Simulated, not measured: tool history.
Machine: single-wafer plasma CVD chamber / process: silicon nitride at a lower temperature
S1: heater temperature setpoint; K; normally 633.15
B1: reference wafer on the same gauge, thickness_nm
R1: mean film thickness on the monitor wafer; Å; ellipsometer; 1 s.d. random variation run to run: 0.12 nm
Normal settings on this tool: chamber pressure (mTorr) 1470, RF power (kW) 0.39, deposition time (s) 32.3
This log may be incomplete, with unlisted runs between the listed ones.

{"run": 1, "day": 0.0, "S1": 633.15, "chamber pressure (mTorr)": 1470, "RF power (kW)": 0.39, "deposition time (s)": 32.3, "B1": 50.727, "R1": 463.77}
{"day": 2.25, "done": "thermocouple changed; heater temperature recalibrated"}
{"run": 2, "day": 2.271, "S1": 633.15, "chamber pressure (mTorr)": 1470, "RF power (kW)": 0.39, "deposition time (s)": 32.3, "B1": 50.673, "R1": 460.68}
{"run": 3, "day": 4.788, "S1": 633.15, "chamber pressure (mTorr)": 1470, "RF power (kW)": 0.39, "deposition time (s)": 32.3, "B1": 50.621, "R1": 459.2}
{"run": 4, "day": 8.754, "S1": 633.15, "chamber pressure (mTorr)": 1470, "RF power (kW)": 0.39, "deposition time (s)": 32.3, "B1": 50.588, "R1": 463.81}
{"run": 5, "day": 13.208, "S1": 633.15, "chamber pressure (mTorr)": 1470, "RF power (kW)": 0.39, "deposition time (s)": 32.3, "B1": 50.523, "R1": 461.13}
{"run": 6, "day": 15.708, "S1": 633.15, "chamber pressure (mTorr)": 1470, "RF power (kW)": 0.39, "deposition time (s)": 32.3, "B1": 50.54, "R1": 461.22}
{"day": 17.704, "done": "showerhead replaced"}
{"run": 7, "day": 19.608, "S1": 633.15, "chamber pressure (mTorr)": 1470, "RF power (kW)": 0.39, "deposition time (s)": 32.3, "B1": 50.393, "R1": 458.96}
{"run": 8, "day": 22.658, "S1": 633.15, "chamber pressure (mTorr)": 1470, "RF power (kW)": 0.39, "deposition time (s)": 32.3, "B1": 50.391, "R1": 460.36}
{"day": 24.646, "done": "RF generator calibrated"}
{"day": 24.708, "done": "capacitance manometer re-zeroed and calibrated"}
{"run": 9, "day": 29.412, "S1": 633.15, "chamber pressure (mTorr)": 1470, "RF power (kW)": 0.41, "deposition time (s)": 34.7, "B1": 50.473, "R1": 502.91}
{"run": 10, "day": 33.9, "S1": 637.15, "chamber pressure (mTorr)": 1470, "RF power (kW)": 0.39, "deposition time (s)": 32.3, "B1": 50.373, "R1": 458.97}
{"run": 11, "day": 38.0, "S1": 633.15, "chamber pressure (mTorr)": 1470, "RF power (kW)": 0.39, "deposition time (s)": 32.3, "B1": 50.31, "R1": 459.59}
{"run": 12, "day": 41.996, "S1": 633.15, "chamber pressure (mTorr)": 1470, "RF power (kW)": 0.39, "deposition time (s)": 32.3, "B1": 50.333, "R1": 457.37}
{"run": 13, "day": 44.425, "S1": 633.15, "chamber pressure (mTorr)": 1730, "RF power (kW)": 0.39, "deposition time (s)": 30.8, "B1": 50.319, "R1": 454.67}
{"run": 14, "day": 48.104, "S1": 646.15, "chamber pressure (mTorr)": 1470, "RF power (kW)": 0.445, "deposition time (s)": 32.3, "B1": 50.307, "R1": 484.17}
{"run": 15, "day": 49.783, "S1": 640.15, "chamber pressure (mTorr)": 1830, "RF power (kW)": 0.39, "deposition time (s)": 32.3, "B1": 50.322, "R1": 481.11}
{"run": 16, "day": 51.954, "S1": 633.15, "chamber pressure (mTorr)": 1470, "RF power (kW)": 0.39, "deposition time (s)": 32.3, "B1": 50.264, "R1": 459.32}
{"run": 17, "day": 53.842, "S1": 633.15, "chamber pressure (mTorr)": 1470, "RF power (kW)": 0.39, "deposition time (s)": 32.3, "B1": 50.301, "R1": 460.21}
{"day": 54.325, "done": "gauge calibrated"}
{"run": 18, "day": 57.179, "S1": 641.15, "chamber pressure (mTorr)": 1800, "RF power (kW)": 0.39, "deposition time (s)": 30.7, "B1": 51.502, "R1": 466.66}
{"run": 19, "day": 60.55, "S1": 647.15, "chamber pressure (mTorr)": 1640, "RF power (kW)": 0.39, "deposition time (s)": 38, "B1": 51.271, "R1": 560.69}
{"run": 20, "day": 63.071, "S1": 633.15, "chamber pressure (mTorr)": 1470, "RF power (kW)": 0.39, "deposition time (s)": 32.3, "B1": 51.225, "R1": 469.32}
{"run": 21, "day": 65.225, "S1": 633.15, "chamber pressure (mTorr)": 1470, "RF power (kW)": 0.39, "deposition time (s)": 26.2, "B1": 51.151, "R1": 377.82}
{"run": 22, "day": 67.779, "S1": 637.15, "chamber pressure (mTorr)": 1620, "RF power (kW)": 0.39, "deposition time (s)": 32.3, "B1": 51.049, "R1": 474.82}
{"run": 23, "day": 71.683, "S1": 633.15, "chamber pressure (mTorr)": 1470, "RF power (kW)": 0.39, "deposition time (s)": 34.7, "B1": 50.95, "R1": 497.52}
{"run": 24, "day": 75.808, "S1": 633.15, "chamber pressure (mTorr)": 1220, "RF power (kW)": 0.335, "deposition time (s)": 32.3, "B1": 50.787, "R1": 411.58}
{"run": 25, "day": 78.788, "S1": 627.15, "chamber pressure (mTorr)": 1470, "RF power (kW)": 0.445, "deposition time (s)": 32.3, "B1": 50.742, "R1": 494.27}
{"run": 26, "day": 82.35, "S1": 641.15, "chamber pressure (mTorr)": 1130, "RF power (kW)": 0.465, "deposition time (s)": 32.3, "B1": 50.671, "R1": 471.34}
{"run": 27, "day": 84.696, "S1": 624.15, "chamber pressure (mTorr)": 1470, "RF power (kW)": 0.415, "deposition time (s)": 32.3, "B1": 50.612, "R1": 477.7}

Consider 5 possible next runs. They are alternatives, not a sequence: every one starts from the tool as it was left by run 27. What does each give?
{"run": "A", "day": 84.712, "S1": 633.15, "chamber pressure (mTorr)": 1470, "RF power (kW)": 0.34, "deposition time (s)": 32.3, "B1": "?", "R1": "?"}
{"run": "B", "day": 84.712, "S1": 628.15, "chamber pressure (mTorr)": 1590, "RF power (kW)": 0.32, "deposition time (s)": 37.6, "B1": "?", "R1": "?"}
{"run": "C", "day": 84.712, "S1": 639.15, "chamber pressure (mTorr)": 1470, "RF power (kW)": 0.455, "deposition time (s)": 34, "B1": "?", "R1": "?"}
{"run": "D", "day": 84.712, "S1": 645.15, "chamber pressure (mTorr)": 1730, "RF power (kW)": 0.415, "deposition time (s)": 35.6, "B1": "?", "R1": "?"}
{"run": "E", "day": 84.712, "S1": 633.15, "chamber pressure (mTorr)": 1800, "RF power (kW)": 0.42, "deposition time (s)": 32.3, "B1": "?", "R1": "?"}

run=A B1=50.563 R1=431.92
run=B B1=50.563 R1=497.94
run=C B1=50.563 R1=521.78
run=D B1=50.563 R1=540.79
run=E B1=50.563 R1=500.65
Had the tool no hidden state, the same runs would have come out as:
run=A R1=440.41
run=B R1=507.73
run=C R1=532.04
run=D R1=551.42
run=E R1=510.49
